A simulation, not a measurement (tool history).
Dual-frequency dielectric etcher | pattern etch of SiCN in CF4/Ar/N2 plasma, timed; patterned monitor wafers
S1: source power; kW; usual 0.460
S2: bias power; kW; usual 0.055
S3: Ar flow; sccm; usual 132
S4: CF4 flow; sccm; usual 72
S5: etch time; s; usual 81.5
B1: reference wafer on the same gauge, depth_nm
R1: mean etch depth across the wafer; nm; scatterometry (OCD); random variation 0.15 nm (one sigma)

run	hour	S1	S2	S3	S4	S5	B1	R1
1	0.0	0.460	0.055	132	72	81.5	73.4	67.5
2	81.1	0.460	0.055	132	72	81.5	73.4	67.9
3	123.0	0.460	0.055	132	72	81.5	73.4	67.8
4	194.4	0.460	0.055	132	72	81.5	73.5	67.8
5	249.7	0.460	0.055	132	72	81.5	73.4	67.5
6	352.7	0.460	0.055	132	72	81.5	73.3	67.6
7	396.0	0.460	0.055	132	72	81.5	73.4	67.6
# hour 424.3: wet clean of the chamber
8	437.1	0.460	0.055	132	72	81.5	73.5	67.6
9	504.6	0.490	0.055	153	85	81.5	73.4	68.8
# hour 626.5: upper electrode replaced
# hour 644.9: bias power generator calibrated
# hour 670.3: CF4 flow controller replaced
# hour 685.3: gauge calibrated
# hour 722.0: source power generator calibrated
10	783.0	0.420	0.055	132	72	81.5	73.3	64.3
11	826.6	0.410	0.050	108	72	103.0	73.5	83.1
# hour 925.1: wet clean of the chamber
12	925.6	0.460	0.055	132	72	81.5	73.5	68.0
# hour 969.8: Ar flow controller replaced
13	992.6	0.460	0.062	132	64	81.5	73.3	69.0
14	1062.3	0.460	0.055	132	72	101.5	73.3	84.3
15	1152.4	0.460	0.055	132	72	81.5	73.4	67.5
16	1215.7	0.420	0.055	157	84	68.0	73.4	52.3
17	1275.0	0.460	0.055	132	72	81.5	73.4	67.6

What the log doesn't show, run by run:
etch rate over this chamber's usual, %: 0 in every run
source power that arrives over what is set, %: 0 in every run
bias power that arrives over what is set, %: 0 in every run
Ar flow that arrives over what is set, %: 0 in every run
CF4 flow that arrives over what is set, %: 0 in every run
gauge reads high (%): 0 in every run

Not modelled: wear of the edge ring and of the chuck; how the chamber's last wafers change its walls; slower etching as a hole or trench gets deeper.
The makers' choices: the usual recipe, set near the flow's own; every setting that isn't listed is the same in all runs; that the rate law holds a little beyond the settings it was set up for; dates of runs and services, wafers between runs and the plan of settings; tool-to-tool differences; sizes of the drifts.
